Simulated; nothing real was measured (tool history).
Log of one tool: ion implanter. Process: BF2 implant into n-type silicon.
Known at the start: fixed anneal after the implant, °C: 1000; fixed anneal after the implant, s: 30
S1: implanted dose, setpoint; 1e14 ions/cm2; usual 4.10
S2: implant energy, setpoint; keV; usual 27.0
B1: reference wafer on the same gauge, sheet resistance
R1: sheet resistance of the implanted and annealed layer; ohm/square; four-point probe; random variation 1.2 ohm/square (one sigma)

run	hour	S1	S2	B1	R1
1	0.0	3.28	27.0	241.30	320.99
2	46.2	3.28	27.0	241.46	321.39
3	81.0	3.28	27.0	241.17	321.44
4	127.2	4.10	27.0	241.01	264.81
5	285.2	4.10	27.0	240.57	266.33
6	313.9	4.62	19.5	240.91	256.72
# hour 333.7: extraction supply calibrated
7	368.5	4.62	19.5	241.30	254.65
8	434.7	4.10	32.0	240.65	262.52
9	482.3	3.44	33.5	240.98	302.37
# hour 495.7: Faraday cup replaced and dose calibrated
10	517.0	5.10	18.5	240.71	243.17
11	554.7	4.53	24.5	241.03	247.43
# hour 570.9: gauge calibrated
12	607.3	4.10	27.0	240.68	264.43
13	672.8	4.10	27.0	241.09	265.75
14	718.8	5.28	27.0	241.16	218.81

What the log doesn't show, run by run:
deviation of the true dose from the Faraday cup's reading, %: 0 in every run
deviation of the true energy from its setpoint, %: 0 in every run
gauge reads high (%): 0 in every run

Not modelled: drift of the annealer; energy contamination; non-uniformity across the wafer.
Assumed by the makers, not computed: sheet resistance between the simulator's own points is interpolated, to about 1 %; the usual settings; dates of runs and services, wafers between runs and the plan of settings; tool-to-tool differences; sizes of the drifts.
